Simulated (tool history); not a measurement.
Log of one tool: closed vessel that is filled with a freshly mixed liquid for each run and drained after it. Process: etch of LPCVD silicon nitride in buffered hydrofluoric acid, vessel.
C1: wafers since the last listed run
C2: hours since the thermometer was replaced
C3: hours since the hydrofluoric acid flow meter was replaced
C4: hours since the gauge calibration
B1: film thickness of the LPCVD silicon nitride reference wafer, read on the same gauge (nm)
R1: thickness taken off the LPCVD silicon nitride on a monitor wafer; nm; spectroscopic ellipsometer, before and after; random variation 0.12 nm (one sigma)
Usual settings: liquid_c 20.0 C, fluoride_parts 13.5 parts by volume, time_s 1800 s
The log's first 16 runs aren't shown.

run 17 hour=1122.7 | liquid_c=20.0 fluoride_parts=13.5 time_s=1800 | C1=2019 C2=724.0 C3=318.6 C4=770.1 | B1=119.98 | R1=13.50
run 18 hour=1186.9 | liquid_c=18.5 fluoride_parts=9.0 time_s=2170 | C1=1745 C2=788.2 C3=382.8 C4=834.3 | B1=120.00 | R1=22.09
run 19 hour=1290.8 | liquid_c=20.0 fluoride_parts=15.5 time_s=1800 | C1=2824 C2=892.1 C3=486.7 C4=938.2 | B1=119.99 | R1=11.97
run 20 hour=1370.1 | liquid_c=20.0 fluoride_parts=13.5 time_s=1800 | C1=2155 C2=971.4 C3=566.0 C4=1017.5 | B1=119.97 | R1=13.98
run 21 hour=1473.7 | liquid_c=20.0 fluoride_parts=13.5 time_s=1100 | C1=2815 C2=1075.0 C3=669.6 C4=1121.1 | B1=119.97 | R1=8.47
run 22 hour=1564.3 | liquid_c=22.5 fluoride_parts=8.0 time_s=1800 | C1=2462 C2=1165.6 C3=760.2 C4=1211.7 | B1=120.01 | R1=25.85
run 23 hour=1653.7 | liquid_c=17.0 fluoride_parts=11.0 time_s=805 | C1=2430 C2=1255.0 C3=849.6 C4=1301.1 | B1=119.98 | R1=6.48
-- hour=1685.8 thermometer replaced
run 24 hour=1743.0 | liquid_c=20.0 fluoride_parts=13.5 time_s=1800 | C1=2400 C2=57.2 C3=938.9 C4=1390.4 | B1=120.02 | R1=14.16
run 25 hour=1784.4 | liquid_c=17.0 fluoride_parts=15.0 time_s=2755 | C1=1125 C2=98.6 C3=980.3 C4=1431.8 | B1=120.00 | R1=16.46
run 26 hour=1854.3 | liquid_c=20.0 fluoride_parts=15.5 time_s=1305 | C1=1899 C2=168.5 C3=1050.2 C4=1501.7 | B1=120.02 | R1=8.80
run 27 hour=1904.1 | liquid_c=24.5 fluoride_parts=13.5 time_s=1325 | C1=1353 C2=218.3 C3=1100.0 C4=1551.5 | B1=120.00 | R1=13.18
run 28 hour=1941.8 | liquid_c=20.0 fluoride_parts=9.5 time_s=2730 | C1=1024 C2=256.0 C3=1137.7 C4=1589.2 | B1=119.98 | R1=28.87
-- hour=1967.9 hydrofluoric acid flow meter replaced
run 29 hour=2011.3 | liquid_c=20.0 fluoride_parts=13.5 time_s=1800 | C1=1861 C2=325.5 C3=43.4 C4=1658.7 | B1=120.01 | R1=13.59
run 30 hour=2075.3 | liquid_c=24.0 fluoride_parts=10.0 time_s=1800 | C1=1739 C2=389.5 C3=107.4 C4=1722.7 | B1=119.99 | R1=22.26
run 31 hour=2172.1 | liquid_c=21.5 fluoride_parts=9.5 time_s=2745 | C1=2631 C2=486.3 C3=204.2 C4=1819.5 | B1=120.00 | R1=31.05
run 32 hour=2445.4 | liquid_c=17.0 fluoride_parts=13.5 time_s=1800 | C1=7428 C2=759.6 C3=477.5 C4=2092.8 | B1=120.00 | R1=11.58

Forecast each of these 4 alternatives for the next run:
run A hour=2446.5 | liquid_c=20.0 fluoride_parts=13.5 time_s=1800 | C1=29 C2=760.7 C3=478.6 C4=2093.9 | B1=? | R1=?
run B hour=2446.5 | liquid_c=20.0 fluoride_parts=11.0 time_s=1255 | C1=29 C2=760.7 C3=478.6 C4=2093.9 | B1=? | R1=?
run C hour=2446.5 | liquid_c=17.0 fluoride_parts=10.5 time_s=1800 | C1=29 C2=760.7 C3=478.6 C4=2093.9 | B1=? | R1=?
run D hour=2446.5 | liquid_c=20.0 fluoride_parts=13.5 time_s=2800 | C1=29 C2=760.7 C3=478.6 C4=2093.9 | B1=? | R1=?

run=A B1=120.00 R1=13.54
run=B B1=120.00 R1=11.53
run=C B1=120.00 R1=14.61
run=D B1=120.00 R1=21.06
Without the tool's hidden state the same runs would have given:
run=A R1=13.20
run=B R1=11.25
run=C R1=14.24
run=D R1=20.53
